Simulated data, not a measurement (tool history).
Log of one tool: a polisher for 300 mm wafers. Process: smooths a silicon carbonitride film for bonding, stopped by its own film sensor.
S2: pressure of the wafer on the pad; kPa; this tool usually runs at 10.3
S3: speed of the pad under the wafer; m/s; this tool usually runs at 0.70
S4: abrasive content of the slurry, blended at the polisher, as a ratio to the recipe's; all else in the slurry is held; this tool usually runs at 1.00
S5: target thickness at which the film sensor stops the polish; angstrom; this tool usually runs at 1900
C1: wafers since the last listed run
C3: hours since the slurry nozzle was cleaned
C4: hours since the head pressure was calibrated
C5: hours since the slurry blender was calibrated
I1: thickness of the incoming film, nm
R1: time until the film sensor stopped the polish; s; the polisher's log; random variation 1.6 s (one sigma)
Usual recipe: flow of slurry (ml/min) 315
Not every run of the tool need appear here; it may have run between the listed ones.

Run 1, hour 0.0: usual settings; C1 0; wafers polished on this pad 9; C3 430.3; C4 889.9; C5 152.0; I1 200.4. Result: R1 94.6 s.
Run 2, hour 21.2: usual settings; C1 281; wafers polished on this pad 290; C3 451.5; C4 911.1; C5 173.2; I1 201.8. Result: R1 110.3 s.
Run 3, hour 35.6: usual settings; C1 191; wafers polished on this pad 481; C3 465.9; C4 925.5; C5 187.6; I1 200.5. Result: R1 98.4 s.
At hour 60.9: worn pad replaced by a new one.
Run 4, hour 61.4: usual settings; C1 289; wafers polished on this pad 6; C3 491.7; C4 951.3; C5 213.4; I1 198.7. Result: R1 78.4 s.
Run 5, hour 80.9: usual settings but S5 1910 angstrom; C1 258; wafers polished on this pad 265; C3 511.2; C4 970.8; C5 232.9; I1 201.3. Result: R1 94.4 s.
At hour 95.0: slurry blender recalibrated.
Run 6, hour 110.4: usual settings but S5 1910 angstrom; C1 364; wafers polished on this pad 630; C3 540.7; C4 1000.3; C5 15.4; I1 200.7. Result: R1 89.7 s.
At hour 134.6: worn pad replaced by a new one.
Run 7, hour 146.0: usual settings but S5 1910 angstrom; C1 419; wafers polished on this pad 150; C3 576.3; C4 1035.9; C5 51.0; I1 201.9. Result: R1 97.0 s.
Run 8, hour 178.8: usual settings; C1 435; wafers polished on this pad 585; C3 609.1; C4 1068.7; C5 83.8; I1 199.4. Result: R1 93.6 s.
At hour 192.4: worn pad replaced by a new one.
Run 9, hour 196.5: usual settings but flow of slurry (ml/min) 270, S3 0.90 m/s, S4 0.75, S5 1910 angstrom; C1 181; wafers polished on this pad 54; C3 626.8; C4 1086.4; C5 101.5; I1 200.0. Result: R1 71.1 s.
Run 10, hour 212.0: usual settings but S2 12.4 kPa, S4 1.10; C1 205; wafers polished on this pad 260; C3 642.3; C4 1101.9; C5 117.0; I1 201.9. Result: R1 86.7 s.
At hour 235.0: head pressure recalibrated.
Run 11, hour 242.6: usual settings but flow of slurry (ml/min) 240, S4 0.75, S5 1890 angstrom; C1 379; wafers polished on this pad 639; C3 672.9; C4 7.6; C5 147.6; I1 199.5. Result: R1 121.6 s.
At hour 244.7: slurry nozzle cleaned.
At hour 258.3: worn pad replaced by a new one.
Run 12, hour 261.0: usual settings but S3 0.50 m/s, S5 1880 angstrom; C1 177; wafers polished on this pad 35; C3 16.3; C4 26.0; C5 166.0; I1 200.6. Result: R1 148.7 s.
Run 13, hour 286.3: usual settings but S5 1930 angstrom; C1 335; wafers polished on this pad 371; C3 41.6; C4 51.3; C5 191.3; I1 199.7. Result: R1 64.4 s.
Run 14, hour 310.8: usual settings but flow of slurry (ml/min) 285, S3 0.90 m/s; C1 324; wafers polished on this pad 696; C3 66.1; C4 75.8; C5 215.8; I1 200.0. Result: R1 80.8 s.

How would selected steps in R1 from run to run divide? Give the signed amount a tool lacking its hidden state would still show from settings, what came in and random variation, and the signed amount left for the hidden state, including any gauge scatter that is not in both of the compared results.
What the log doesn't record here: removal rate lost through wear of the pad, %; slurry flow missing at the pad, %; deviation of the head's pressure from its setpoint, %; abrasive missing from the slurry, %.
Run 10 -> 11: flow of slurry (ml/min) 315 -> 240, S2 12.4 -> 10.3, S4 1.10 -> 0.75, S5 1900 -> 1890, head pressure recalibrated. R1 +34.9 s: hidden state +12.5, all else +22.4.
Run 12 -> 13: S3 0.50 -> 0.70, S5 1880 -> 1930. R1 -84.3 s: hidden state -8.8, all else -75.5.

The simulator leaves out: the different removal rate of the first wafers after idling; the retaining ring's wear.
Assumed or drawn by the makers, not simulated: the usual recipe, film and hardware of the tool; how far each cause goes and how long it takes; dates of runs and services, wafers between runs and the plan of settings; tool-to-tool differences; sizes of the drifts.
